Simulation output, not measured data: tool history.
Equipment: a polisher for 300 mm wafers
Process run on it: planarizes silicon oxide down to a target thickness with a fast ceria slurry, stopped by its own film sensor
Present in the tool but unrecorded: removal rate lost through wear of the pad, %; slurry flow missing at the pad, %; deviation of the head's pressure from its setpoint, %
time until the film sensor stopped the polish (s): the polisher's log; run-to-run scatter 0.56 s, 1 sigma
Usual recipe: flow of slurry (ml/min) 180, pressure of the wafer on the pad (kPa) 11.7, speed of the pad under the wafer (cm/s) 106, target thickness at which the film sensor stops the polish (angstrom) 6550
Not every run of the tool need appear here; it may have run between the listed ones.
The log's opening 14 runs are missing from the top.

| run | hour | flow of slurry (ml/min) | pressure of the wafer on the pad (kPa) | speed of the pad under the wafer (cm/s) | target thickness at which the film sensor stops the polish (angstrom) | wafers since the last listed run | wafers polished on this pad | hours since the slurry nozzle was cleaned | hours since the head pressure was calibrated | incoming thickness of the incoming film, nm | time until the film sensor stopped the polish (s) |
|---|---|---|---|---|---|---|---|---|---|---|---|
| 15 | 1067 | 215 | 10.3 | 90 | 7900 | 478 | 666 | 652 | 263.9 | 1159.6 | 50.5 |
| 16 | 1136.4 | 240 | 11.7 | 106 | 4850 | 691 | 1357 | 721.4 | 333.3 | 1181.4 | 76.5 |
|  | 1305.3 | slurry nozzle cleaned |
| 17 | 1446.1 | 245 | 8.3 | 78 | 7430 | 3075 | 4433 | 140.8 | 643 | 1155.9 | 76.7 |
| 18 | 1540.2 | 120 | 11.7 | 88 | 6550 | 937 | 5371 | 234.9 | 737.1 | 1140.6 | 66.8 |
| 19 | 1632 | 235 | 14.5 | 122 | 5190 | 914 | 6285 | 326.7 | 828.9 | 1157.4 | 54.5 |
|  | 1710.9 | worn pad replaced by a new one |
| 20 | 1901.5 | 205 | 11.7 | 106 | 6550 | 2645 | 1899 | 596.2 | 1098.4 | 1146.8 | 54.4 |
| 21 | 2007.1 | 225 | 11.7 | 134 | 4960 | 1052 | 2951 | 701.8 | 1204 | 1165.7 | 64.3 |
|  | 2048.9 | slurry nozzle cleaned |
| 22 | 2065.5 | 180 | 7.6 | 130 | 6550 | 571 | 3523 | 16.6 | 1262.4 | 1152.5 | 77.1 |
| 23 | 2104.4 | 180 | 11.7 | 106 | 6550 | 387 | 3911 | 55.5 | 1301.3 | 1163.3 | 57.9 |
| 24 | 2185 | 120 | 15.9 | 136 | 4860 | 803 | 4714 | 136.1 | 1381.9 | 1155 | 52.5 |
| 25 | 2265.1 | 180 | 11.7 | 106 | 6550 | 798 | 5512 | 216.2 | 1462 | 1168.2 | 61.4 |
| 26 | 2331.6 | 165 | 11.7 | 106 | 6550 | 662 | 6174 | 282.7 | 1528.5 | 1165.2 | 62.6 |
|  | 2355.4 | head pressure recalibrated |
| 27 | 2435.2 | 200 | 11.7 | 106 | 6550 | 1012 | 7187 | 386.3 | 79.8 | 1183.1 | 63.6 |
|  | 2460.7 | worn pad replaced by a new one |
| 28 | 2487.8 | 160 | 11.7 | 118 | 6550 | 484 | 269 | 438.9 | 132.4 | 1148.8 | 53.5 |
| 29 | 2571.9 | 180 | 8.3 | 106 | 6550 | 837 | 1107 | 523 | 216.5 | 1177.1 | 84 |
| 30 | 2612.2 | 180 | 11.7 | 92 | 6550 | 401 | 1509 | 563.3 | 256.8 | 1160.3 | 62.9 |
| 31 | 2696 | 180 | 9.7 | 106 | 6550 | 834 | 2344 | 647.1 | 340.6 | 1148.8 | 68.7 |
| 32 | 2913.4 | 180 | 11.7 | 78 | 6550 | 2166 | 4510 | 864.5 | 558 | 1172.7 | 73.4 |
|  | 2932.8 | slurry nozzle cleaned |
| 33 | 3010.9 | 145 | 10.3 | 136 | 6550 | 961 | 5471 | 78.1 | 655.5 | 1164.3 | 60.5 |
| 34 | 3098.9 | 180 | 11.7 | 106 | 6550 | 876 | 6348 | 166.1 | 743.5 | 1148.3 | 60.7 |
| 35 | 3179 | 180 | 11.7 | 106 | 6550 | 798 | 7146 | 246.2 | 823.6 | 1165.8 | 63.2 |
| 36 | 3244.1 | 180 | 11.7 | 94 | 6550 | 648 | 7795 | 311.3 | 888.7 | 1165.3 | 67.1 |

Here are 5 independent what-if runs from the current tool condition. What would each one return?
| A | 3244.5 | 220 | 11.7 | 106 | 6550 | 3 | 7799 | 311.7 | 889.1 | 1142.4 | ? |
| B | 3244.5 | 200 | 10.3 | 70 | 5330 | 3 | 7799 | 311.7 | 889.1 | 1142.4 | ? |
| C | 3244.5 | 180 | 11.7 | 122 | 8170 | 3 | 7799 | 311.7 | 889.1 | 1142.4 | ? |
| D | 3244.5 | 160 | 8.3 | 84 | 7310 | 3 | 7799 | 311.7 | 889.1 | 1142.4 | ? |
| E | 3244.5 | 225 | 9 | 70 | 7670 | 3 | 7799 | 311.7 | 889.1 | 1142.4 | ? |

| run | time until the film sensor stopped the polish (s) |
|---|---|
| A | 59.4 |
| B | 107.3 |
| C | 37.3 |
| D | 84.9 |
| E | 75.2 |
What these runs would have given with no unlogged condition in the tool:
| run | time until the film sensor stopped the polish (s) |
|---|---|
| A | 52.7 |
| B | 95.2 |
| C | 33.1 |
| D | 75.4 |
| E | 66.7 |
